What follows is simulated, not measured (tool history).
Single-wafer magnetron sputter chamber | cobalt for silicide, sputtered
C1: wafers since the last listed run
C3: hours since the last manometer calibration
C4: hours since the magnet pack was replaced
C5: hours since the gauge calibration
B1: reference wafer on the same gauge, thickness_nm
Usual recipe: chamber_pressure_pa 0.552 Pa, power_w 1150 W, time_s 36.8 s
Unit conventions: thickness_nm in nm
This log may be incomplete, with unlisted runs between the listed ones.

Run 1, hour 0: usual settings but power_w 1050 W; C1 0; wafers on the sputter target 232; C3 2227.8; C4 9503.9; C5 277.7; B1 19.006. Result: thickness_nm 19.149 nm.
Run 2, hour 17.5: usual settings but power_w 1050 W; C1 500; wafers on the sputter target 732; C3 2245.3; C4 9521.4; C5 295.2; B1 18.998. Result: thickness_nm 19.167 nm.
Run 3, hour 53.2: usual settings; C1 1020; wafers on the sputter target 1753; C3 2281; C4 9557.1; C5 330.9; B1 18.999. Result: thickness_nm 20.017 nm.
Run 4, hour 71.4: usual settings; C1 520; wafers on the sputter target 2274; C3 2299.2; C4 9575.3; C5 349.1; B1 19.003. Result: thickness_nm 19.944 nm.
Run 5, hour 105.5: usual settings; C1 975; wafers on the sputter target 3249; C3 2333.3; C4 9609.4; C5 383.2; B1 19.005. Result: thickness_nm 19.966 nm.
Run 6, hour 127.7: usual settings; C1 634; wafers on the sputter target 3884; C3 2355.5; C4 9631.6; C5 405.4; B1 19.006. Result: thickness_nm 19.939 nm.
Run 7, hour 155.8: usual settings; C1 803; wafers on the sputter target 4687; C3 2383.6; C4 9659.7; C5 433.5; B1 18.999. Result: thickness_nm 19.96 nm.
At hour 180.4: capacitance manometer re-zeroed and calibrated.
Run 8, hour 180.9: usual settings; C1 489; wafers on the sputter target 5176; C3 0.5; C4 9684.8; C5 458.6; B1 18.99. Result: thickness_nm 19.365 nm.
At hour 199: sputter target and shields replaced.
Run 9, hour 211.6: usual settings; C1 649; wafers on the sputter target 361; C3 31.2; C4 9715.5; C5 489.3; B1 18.996. Result: thickness_nm 19.545 nm.
Run 10, hour 234.6: usual settings; C1 657; wafers on the sputter target 1019; C3 54.2; C4 9738.5; C5 512.3; B1 19.002. Result: thickness_nm 19.446 nm.
At hour 253.6: gauge calibrated.
Run 11, hour 297.8: usual settings; C1 1807; wafers on the sputter target 2826; C3 117.4; C4 9801.7; C5 44.2; B1 19. Result: thickness_nm 19.4 nm.
Run 12, hour 312.2: usual settings but chamber_pressure_pa 0.337 Pa, power_w 1050 W, time_s 42.6 s; C1 411; wafers on the sputter target 3238; C3 131.8; C4 9816.1; C5 58.6; B1 19.003. Result: thickness_nm 23.011 nm.
At hour 335: magnet pack replaced.
Run 13, hour 347: usual settings; C1 766; wafers on the sputter target 4004; C3 166.6; C4 12; C5 93.4; B1 18.997. Result: thickness_nm 19.366 nm.
Run 14, hour 363.8: usual settings but chamber_pressure_pa 0.685 Pa, power_w 1000 W; C1 480; wafers on the sputter target 4485; C3 183.4; C4 28.8; C5 110.2; B1 19.006. Result: thickness_nm 17.369 nm.
Run 15, hour 388.7: usual settings; C1 712; wafers on the sputter target 5197; C3 208.3; C4 53.7; C5 135.1; B1 18.994. Result: thickness_nm 19.293 nm.
At hour 402: sputter target and shields replaced.
Run 16, hour 413.9: usual settings but power_w 950 W; C1 491; wafers on the sputter target 340; C3 233.5; C4 78.9; C5 160.3; B1 18.999. Result: thickness_nm 17.858 nm.
Run 17, hour 426: usual settings but chamber_pressure_pa 0.342 Pa, power_w 1300 W; C1 346; wafers on the sputter target 686; C3 245.6; C4 91; C5 172.4; B1 19.004. Result: thickness_nm 22.241 nm.
Run 18, hour 450: usual settings but power_w 1400 W, time_s 41.4 s; C1 686; wafers on the sputter target 1372; C3 269.6; C4 115; C5 196.4; B1 19.002. Result: thickness_nm 24.276 nm.
Run 19, hour 475.2: usual settings but chamber_pressure_pa 0.657 Pa, power_w 1250 W, time_s 44.1 s; C1 720; wafers on the sputter target 2093; C3 294.8; C4 140.2; C5 221.6; B1 18.997. Result: thickness_nm 23.431 nm.
Run 20, hour 510.3: usual settings; C1 1003; wafers on the sputter target 3097; C3 329.9; C4 175.3; C5 256.7; B1 19.001. Result: thickness_nm 19.368 nm.
Run 21, hour 527.5: usual settings but chamber_pressure_pa 0.73 Pa; C1 491; wafers on the sputter target 3589; C3 347.1; C4 192.5; C5 273.9; B1 19.009. Result: thickness_nm 18.272 nm.
Run 22, hour 545.7: usual settings but chamber_pressure_pa 0.657 Pa, power_w 1250 W, time_s 44.1 s; C1 520; wafers on the sputter target 4109; C3 365.3; C4 210.7; C5 292.1; B1 18.993. Result: thickness_nm 23.471 nm.
Run 23, hour 579.7: usual settings but chamber_pressure_pa 0.375 Pa, power_w 900 W, time_s 41 s; C1 972; wafers on the sputter target 5082; C3 399.3; C4 244.7; C5 326.1; B1 19.002. Result: thickness_nm 20.361 nm.

What if the next run were any one of these 5? Each begins from the tool's condition after run 23:
Run A, hour 580.1: usual settings; C1 11; wafers on the sputter target 5093; C3 399.7; C4 245.1; C5 326.5; B1 ?. Result: thickness_nm ?.
Run B, hour 580.1: usual settings but power_w 1050 W, time_s 31.3 s; C1 11; wafers on the sputter target 5093; C3 399.7; C4 245.1; C5 326.5; B1 ?. Result: thickness_nm ?.
Run C, hour 580.1: usual settings but chamber_pressure_pa 0.495 Pa, power_w 1250 W, time_s 40 s; C1 11; wafers on the sputter target 5093; C3 399.7; C4 245.1; C5 326.5; B1 ?. Result: thickness_nm ?.
Run D, hour 580.1: usual settings but time_s 33.3 s; C1 11; wafers on the sputter target 5093; C3 399.7; C4 245.1; C5 326.5; B1 ?. Result: thickness_nm ?.
Run E, hour 580.1: usual settings but chamber_pressure_pa 0.7 Pa, power_w 1350 W, time_s 29.8 s; C1 11; wafers on the sputter target 5093; C3 399.7; C4 245.1; C5 326.5; B1 ?. Result: thickness_nm ?.

run      B1  thickness_nm
  A  19.001        19.361
  B  19.001        15.752
  C  19.001        22.367
  D  19.001         17.52
  E  19.001        16.257
What these runs would have given with no unlogged condition in the tool:
run  thickness_nm
  A        19.636
  B        15.975
  C         22.68
  D        17.768
  E        16.495

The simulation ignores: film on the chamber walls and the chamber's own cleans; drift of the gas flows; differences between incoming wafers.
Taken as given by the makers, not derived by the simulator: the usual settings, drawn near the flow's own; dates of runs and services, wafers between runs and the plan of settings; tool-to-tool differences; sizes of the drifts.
